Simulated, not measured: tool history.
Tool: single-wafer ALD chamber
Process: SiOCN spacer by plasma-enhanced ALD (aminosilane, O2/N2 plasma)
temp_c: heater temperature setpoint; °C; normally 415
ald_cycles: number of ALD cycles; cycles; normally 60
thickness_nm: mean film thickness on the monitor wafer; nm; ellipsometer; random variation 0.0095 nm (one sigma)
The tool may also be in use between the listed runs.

run,day,temp_c,ald_cycles,"read-back reference wafer on the same gauge, thickness_nm",thickness_nm
1,0,406,60,4.231,3.936
# day 0.371: gauge calibrated
2,0.658,415,60,4.23,3.813
3,0.983,415,60,4.231,3.816
4,1.512,415,60,4.23,3.816
5,1.892,422,65,4.231,4.044
6,2.158,422,65,4.229,4.029
7,2.871,415,60,4.231,3.822
8,3.383,415,60,4.231,3.81
# day 3.883: thermocouple changed; heater temperature recalibrated
9,3.904,415,60,4.23,3.81
10,4.096,422,65,4.231,4.019
# day 4.279: gauge calibrated
11,4.596,406,64,4.229,4.188
12,5.279,428,68,4.231,4.122
13,5.954,423,60,4.228,3.707
14,6.612,425,54,4.232,3.307
15,6.983,411,53,4.229,3.425
16,7.408,422,54,4.229,3.359
17,7.783,429,54,4.231,3.277

What the log doesn't show, run by run:
wafer temperature above the value expected at the setpoint (K): 0 in every run
gauge reads high (%): 0 in every run

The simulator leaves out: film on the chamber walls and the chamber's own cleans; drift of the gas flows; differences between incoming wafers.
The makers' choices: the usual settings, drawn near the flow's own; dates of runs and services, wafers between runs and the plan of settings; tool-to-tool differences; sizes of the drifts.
